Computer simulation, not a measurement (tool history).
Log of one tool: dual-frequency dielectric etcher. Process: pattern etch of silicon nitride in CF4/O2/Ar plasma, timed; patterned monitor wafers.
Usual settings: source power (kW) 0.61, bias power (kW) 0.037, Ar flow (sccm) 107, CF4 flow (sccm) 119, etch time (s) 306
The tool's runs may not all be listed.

run   hour  source power (kW)  bias power (kW)  Ar flow (sccm)  CF4 flow (sccm)  etch time (s)  read-back reference wafer on the same gauge, depth_nm  mean etch depth across the wafer (Å)
  1      0               0.61            0.037             107              119            306                                                  759.5                                  6232
  2   52.6               0.61            0.037             107              119            306                                                    759                                  6221
  3   90.5               0.61            0.037             107              119            306                                                  760.3                                  6226
  4  116.5               0.61            0.037             107              119            306                                                  760.6                                  6233
  5  180.8               0.61            0.037             107              119            306                                                  759.6                                  6236
  6  204.8               0.61            0.037             107              119            306                                                  759.4                                  6251
  7  258.7               0.61            0.037             107              131            306                                                  760.6                                  6393
     298.7  -- gauge calibrated
       305  -- wet clean of the chamber
  8  305.5               0.61            0.037             107              119            306                                                  758.5                                  6179
  9  352.3               0.46            0.041             132              119            365                                                  759.3                                  6138
     396.7  -- bias power generator calibrated
 10  404.6               0.73            0.037              99              101            306                                                  760.4                                  6952
 11  445.5               0.61             0.04             107              132            254                                                  760.3                                  5429
     489.1  -- CF4 flow controller replaced
 12  493.7               0.71            0.037             107               92            306                                                  759.8                                  6679
     522.9  -- source power generator calibrated
     534.9  -- upper electrode replaced
     591.1  -- Ar flow controller replaced
 13  692.2               0.61            0.037             121              119            306                                                    760                                  6386
 14  736.3               0.61            0.037             107              119            306                                                  760.3                                  6496
 15  800.3               0.61            0.037             107              119            306                                                  759.5                                  6500
     856.9  -- wet clean of the chamber
 16  868.8               0.51            0.043             107              110          256.5                                                  758.5                                  4978

Forecast each of these 4 alternatives for the next run:
  A  869.3               0.61            0.037             107              119            306                                                      ?                                     ?
  B  869.3               0.51             0.04             127              147            306                                                      ?                                     ?
  C  869.3               0.61            0.039             107               99          370.5                                                      ?                                     ?
  D  869.3               0.61            0.037              94              102            306                                                      ?                                     ?

run  read-back reference wafer on the same gauge, depth_nm  mean etch depth across the wafer (Å)
  A                                                    761                                  6329
  B                                                    761                                  5815
  C                                                    761                                  7668
  D                                                    761                                  6310
Without the tool's hidden state the same runs would have given:
run  mean etch depth across the wafer (Å)
  A                                  6387
  B                                  5868
  C                                  7737
  D                                  6367
